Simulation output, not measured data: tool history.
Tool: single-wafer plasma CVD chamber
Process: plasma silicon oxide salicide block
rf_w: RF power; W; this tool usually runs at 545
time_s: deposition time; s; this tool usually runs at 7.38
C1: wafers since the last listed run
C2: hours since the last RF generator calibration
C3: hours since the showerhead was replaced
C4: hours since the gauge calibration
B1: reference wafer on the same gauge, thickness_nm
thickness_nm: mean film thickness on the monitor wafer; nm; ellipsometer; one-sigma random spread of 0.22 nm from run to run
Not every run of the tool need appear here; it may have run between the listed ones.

Run 1, hour 0.0: usual settings; C1 0; C2 1445.9; C3 6927.2; C4 717.2; B1 75.789. Result: thickness_nm 69.123 nm.
Run 2, hour 41.7: usual settings; C1 1495; C2 1487.6; C3 6968.9; C4 758.9; B1 75.864. Result: thickness_nm 68.642 nm.
Run 3, hour 103.1: usual settings; C1 2202; C2 1549.0; C3 7030.3; C4 820.3; B1 75.789. Result: thickness_nm 68.551 nm.
Run 4, hour 142.3: usual settings but time_s 7.94 s; C1 1405; C2 1588.2; C3 7069.5; C4 859.5; B1 75.700. Result: thickness_nm 74.124 nm.
Run 5, hour 187.3: usual settings but time_s 7.94 s; C1 1613; C2 1633.2; C3 7114.5; C4 904.5; B1 75.879. Result: thickness_nm 73.898 nm.
Run 6, hour 230.4: usual settings; C1 1545; C2 1676.3; C3 7157.6; C4 947.6; B1 75.938. Result: thickness_nm 68.256 nm.
Run 7, hour 267.4: usual settings but time_s 8.37 s; C1 1327; C2 1713.3; C3 7194.6; C4 984.6; B1 75.776. Result: thickness_nm 77.765 nm.
Run 8, hour 307.1: usual settings but time_s 8.42 s; C1 1423; C2 1753.0; C3 7234.3; C4 1024.3; B1 75.694. Result: thickness_nm 78.630 nm.
Run 9, hour 360.1: usual settings but time_s 8.42 s; C1 1900; C2 1806.0; C3 7287.3; C4 1077.3; B1 75.787. Result: thickness_nm 78.019 nm.
Run 10, hour 384.2: usual settings but time_s 8.42 s; C1 864; C2 1830.1; C3 7311.4; C4 1101.4; B1 75.849. Result: thickness_nm 78.314 nm.
Run 11, hour 440.4: usual settings but time_s 7.92 s; C1 2015; C2 1886.3; C3 7367.6; C4 1157.6; B1 75.797. Result: thickness_nm 73.577 nm.
Run 12, hour 465.2: usual settings but time_s 7.92 s; C1 889; C2 1911.1; C3 7392.4; C4 1182.4; B1 75.789. Result: thickness_nm 73.766 nm.
Run 13, hour 502.2: usual settings but time_s 6.54 s; C1 1327; C2 1948.1; C3 7429.4; C4 1219.4; B1 75.859. Result: thickness_nm 60.678 nm.
Run 14, hour 540.3: usual settings but time_s 6.54 s; C1 1366; C2 1986.2; C3 7467.5; C4 1257.5; B1 75.766. Result: thickness_nm 60.063 nm.
At hour 546.7: gauge calibrated.
Run 15, hour 586.2: usual settings but rf_w 495 W; C1 1646; C2 2032.1; C3 7513.4; C4 39.5; B1 75.791. Result: thickness_nm 66.656 nm.
Run 16, hour 652.2: usual settings but time_s 7.87 s; C1 2367; C2 2098.1; C3 7579.4; C4 105.5; B1 75.819. Result: thickness_nm 72.250 nm.
Run 17, hour 718.4: usual settings but time_s 7.87 s; C1 2374; C2 2164.3; C3 7645.6; C4 171.7; B1 75.928. Result: thickness_nm 72.507 nm.
Run 18, hour 781.8: usual settings but rf_w 490 W, time_s 6.08 s; C1 2273; C2 2227.7; C3 7709.0; C4 235.1; B1 75.809. Result: thickness_nm 54.341 nm.
Run 19, hour 821.1: usual settings but rf_w 600 W; C1 1409; C2 2267.0; C3 7748.3; C4 274.4; B1 75.674. Result: thickness_nm 69.618 nm.
Run 20, hour 881.2: usual settings but rf_w 580 W, time_s 8.83 s; C1 2155; C2 2327.1; C3 7808.4; C4 334.5; B1 75.671. Result: thickness_nm 82.255 nm.
At hour 915.6: RF generator calibrated.
Run 21, hour 926.7: usual settings but rf_w 655 W, time_s 6.53 s; C1 1344; C2 11.1; C3 7853.9; C4 380.0; B1 75.757. Result: thickness_nm 64.578 nm.
Run 22, hour 977.8: usual settings; C1 1832; C2 62.2; C3 7905.0; C4 431.1; B1 75.715. Result: thickness_nm 69.320 nm.
Run 23, hour 1028.2: usual settings but rf_w 610 W, time_s 6.72 s; C1 1807; C2 112.6; C3 7955.4; C4 481.5; B1 75.687. Result: thickness_nm 65.196 nm.
Run 24, hour 1059.3: usual settings but rf_w 485 W, time_s 8.30 s; C1 1115; C2 143.7; C3 7986.5; C4 512.6; B1 75.916. Result: thickness_nm 76.082 nm.
Run 25, hour 1084.2: usual settings but rf_w 590 W, time_s 7.00 s; C1 893; C2 168.6; C3 8011.4; C4 537.5; B1 75.837. Result: thickness_nm 67.085 nm.
Run 26, hour 1138.6: usual settings but time_s 8.07 s; C1 1951; C2 223.0; C3 8065.8; C4 591.9; B1 75.805. Result: thickness_nm 76.049 nm.
Run 27, hour 1192.4: usual settings; C1 1929; C2 276.8; C3 8119.6; C4 645.7; B1 75.848. Result: thickness_nm 69.445 nm.
At hour 1214.1: showerhead replaced.
Run 28, hour 1221.1: usual settings but rf_w 605 W, time_s 8.79 s; C1 742; C2 305.5; C3 7.0; C4 674.4; B1 75.751. Result: thickness_nm 85.092 nm.
Run 29, hour 1277.0: usual settings but rf_w 515 W; C1 2004; C2 361.4; C3 62.9; C4 730.3; B1 75.801. Result: thickness_nm 68.423 nm.
Run 30, hour 1327.7: usual settings but time_s 8.60 s; C1 1818; C2 412.1; C3 113.6; C4 781.0; B1 75.799. Result: thickness_nm 81.176 nm.
Run 31, hour 1370.8: usual settings but rf_w 605 W, time_s 8.79 s; C1 1545; C2 455.2; C3 156.7; C4 824.1; B1 75.758. Result: thickness_nm 84.848 nm.
Run 32, hour 1416.8: usual settings; C1 1649; C2 501.2; C3 202.7; C4 870.1; B1 75.792. Result: thickness_nm 69.675 nm.
Run 33, hour 1484.8: usual settings but rf_w 510 W, time_s 8.38 s; C1 2438; C2 569.2; C3 270.7; C4 938.1; B1 75.868. Result: thickness_nm 77.226 nm.
Run 34, hour 1550.3: usual settings but rf_w 470 W, time_s 6.00 s; C1 2349; C2 634.7; C3 336.2; C4 1003.6; B1 75.767. Result: thickness_nm 54.189 nm.

How the hidden state differs across the entries between the runs, from the last listed run before each to the first after it:
Runs 14 to 15: gauge calibrated (hour 546.7)
  delivered RF power above the setpoint (%): -6.73 -> -7.03
  difference, measured minus the result without the unlogged condition, thickness_nm: -1.141 -> -1.326 nm
Runs 20 to 21: RF generator calibrated (hour 915.6)
  delivered RF power above the setpoint (%): -9.15 -> -0.487
  difference, measured minus the result without the unlogged condition, thickness_nm: -2.157 -> -0.085 nm
Runs 27 to 28: showerhead replaced (hour 1214.1)
  delivered RF power above the setpoint (%): -0.613 -> -0.64
  difference, measured minus the result without the unlogged condition, thickness_nm: -0.116 -> -0.149 nm
